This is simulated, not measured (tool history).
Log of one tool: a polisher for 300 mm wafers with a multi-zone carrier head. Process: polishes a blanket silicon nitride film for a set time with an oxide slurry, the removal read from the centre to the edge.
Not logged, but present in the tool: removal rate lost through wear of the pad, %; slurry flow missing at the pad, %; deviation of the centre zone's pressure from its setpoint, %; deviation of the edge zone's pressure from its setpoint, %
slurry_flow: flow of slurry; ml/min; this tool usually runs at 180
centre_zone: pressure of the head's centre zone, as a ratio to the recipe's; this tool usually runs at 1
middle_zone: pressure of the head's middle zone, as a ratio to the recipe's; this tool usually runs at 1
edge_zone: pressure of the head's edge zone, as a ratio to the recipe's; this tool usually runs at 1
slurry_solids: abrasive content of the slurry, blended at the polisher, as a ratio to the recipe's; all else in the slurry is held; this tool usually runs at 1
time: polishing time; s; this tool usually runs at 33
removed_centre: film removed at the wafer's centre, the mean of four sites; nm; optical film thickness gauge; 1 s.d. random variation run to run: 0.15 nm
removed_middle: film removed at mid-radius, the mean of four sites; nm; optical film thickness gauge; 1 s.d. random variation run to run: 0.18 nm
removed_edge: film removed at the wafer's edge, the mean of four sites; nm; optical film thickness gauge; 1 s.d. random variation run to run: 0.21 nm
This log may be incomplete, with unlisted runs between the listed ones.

run     day  slurry_flow  centre_zone  middle_zone  edge_zone  slurry_solids  time  wafers since the last listed run  wafers polished on this pad  hours since the slurry nozzle was cleaned  hours since the centre zone pressure was calibrated  hours since the edge zone pressure was calibrated  hours since the carrier head's membrane was replaced  incoming thickness of the incoming film, nm  removed_centre  removed_middle  removed_edge
  1       0          180         1.03            1          1              1    33                                 0                          563                                      368.1                                                598.7                                              961.4                                                1824.8                                        449.3            22.5            24.6            24
  2   0.529          165            1            1          1              1    33                                95                          658                                      380.8                                                611.4                                              974.1                                                1837.5                                        446.8            21.6            24.3          24.2
  3   1.004          180            1            1          1              1    33                                85                          744                                      392.2                                                622.8                                              985.5                                                1848.9                                        454.9            21.9            24.6            24
  4   1.471          180            1            1          1              1    33                                84                          828                                      403.4                                                  634                                              996.7                                                1860.1                                          451            21.9            24.8          24.3
  5   1.888          180            1            1          1              1    33                                75                          903                                      413.4                                                  644                                             1006.7                                                1870.1                                        451.5            21.8            24.8          24.2
  6   2.571          180            1            1          1              1    33                               123                         1026                                      429.8                                                660.4                                             1023.1                                                1886.5                                        448.6            21.6            24.6          24.2
      3.142  -- worn pad replaced by a new one
  7   3.162          180            1            1          1              1    33                                76                            4                                        444                                                674.6                                             1037.3                                                1900.7                                          449            21.7            24.3          24.4
  8   3.433          180            1            1          1              1    33                                48                           52                                      450.5                                                681.1                                             1043.8                                                1907.2                                          447            21.7            24.5          24.2
  9   3.929          180            1            1          1              1    33                                89                          142                                      462.4                                                  693                                             1055.7                                                1919.1                                        455.2            21.4            24.7          24.3
 10   4.462          180            1            1          1              1    33                                96                          238                                      475.2                                                705.8                                             1068.5                                                1931.9                                        457.1            21.3            24.3          24.5
 11   4.892          180            1            1          1            0.8    43                                77                          315                                      485.5                                                716.1                                             1078.8                                                1942.2                                        448.3            25.4            28.8          28.8
 12   5.554          180            1            1          1              1    33                               119                          434                                      501.4                                                  732                                             1094.7                                                1958.1                                        446.2            21.4            24.5          24.4
      5.938  -- slurry nozzle cleaned
 13    6.15          180         0.96         1.11          1            1.1    33                                99                          534                                        5.1                                                746.3                                               1109                                                1972.4                                        454.4            21.6            28.2          24.9
      6.638  -- centre zone pressure recalibrated
 14   6.821          180         1.11            1       0.94              1    33                               105                          640                                       21.2                                                  4.4                                             1125.1                                                1988.5                                        449.5            27.1            24.5          23.6
      7.229  -- edge zone pressure recalibrated
 15   7.358          180            1            1          1              1    33                                81                          722                                       34.1                                                 17.3                                                3.1                                                2001.4                                        449.2              24            24.8          24.1
 16   7.642          125            1            1          1              1    33                                51                          773                                       40.9                                                 24.1                                                9.9                                                2008.2                                        447.8            22.1            22.7          22.7
      8.204  -- worn pad replaced by a new one
 17   8.225          180            1            1          1              1    33                                75                            3                                       54.9                                                 38.1                                               23.9                                                2022.2                                        443.9            24.1            24.7          24.6
      8.592  -- carrier head's membrane replaced by a new one
 18   8.612          180            1            1          1              1    37                                32                           36                                       64.2                                                 47.4                                               33.2                                                   0.5                                        453.1            27.1            27.3          27.5
 19   9.146          180         0.88            1          1            0.8    33                                96                          132                                         77                                                 60.2                                                 46                                                  13.3                                        455.9              19            22.1          21.6
 20   9.475          180            1            1       0.91              1    22                                59                          191                                       84.9                                                 68.1                                               53.9                                                  21.2                                        450.8            16.1            16.5          15.3
 21  10.058          180         0.95            1          1              1    29                               105                          296                                       98.9                                                 82.1                                               67.9                                                  35.2                                        444.3              20            21.8            21
 22    10.7          120            1            1          1              1    29                               115                          412                                      114.3                                                 97.5                                               83.3                                                  50.6                                        441.9              19            19.9          19.9
 23  11.396          180            1         0.91          1              1    45                               125                          537                                        131                                                114.2                                                100                                                  67.3                                        451.8            32.3            31.1          33.6

Alternative continuations, all from the tool just after run 23; predict every row:
  A  11.412          140            1            1          1              1    33                                 3                          540                                      131.4                                                114.6                                              100.4                                                  67.7                                        444.8               ?               ?             ?
  B  11.412          180         1.06            1          1              1    33                                 3                          540                                      131.4                                                114.6                                              100.4                                                  67.7                                        444.8               ?               ?             ?
  C  11.412          120         1.04         1.08       1.03              1    33                                 3                          540                                      131.4                                                114.6                                              100.4                                                  67.7                                        444.8               ?               ?             ?

run  removed_centre  removed_middle  removed_edge
  A            22.2            23.3          23.4
  B            24.9            24.5          24.3
  C              22            23.9          23.1
The same runs, with their run-to-run variation unchanged, on a tool lacking any hidden condition would have given:
run  removed_centre  removed_middle  removed_edge
  A            22.6            23.3          23.4
  B            25.4            24.5          24.3
  C            22.5            23.9          23.1

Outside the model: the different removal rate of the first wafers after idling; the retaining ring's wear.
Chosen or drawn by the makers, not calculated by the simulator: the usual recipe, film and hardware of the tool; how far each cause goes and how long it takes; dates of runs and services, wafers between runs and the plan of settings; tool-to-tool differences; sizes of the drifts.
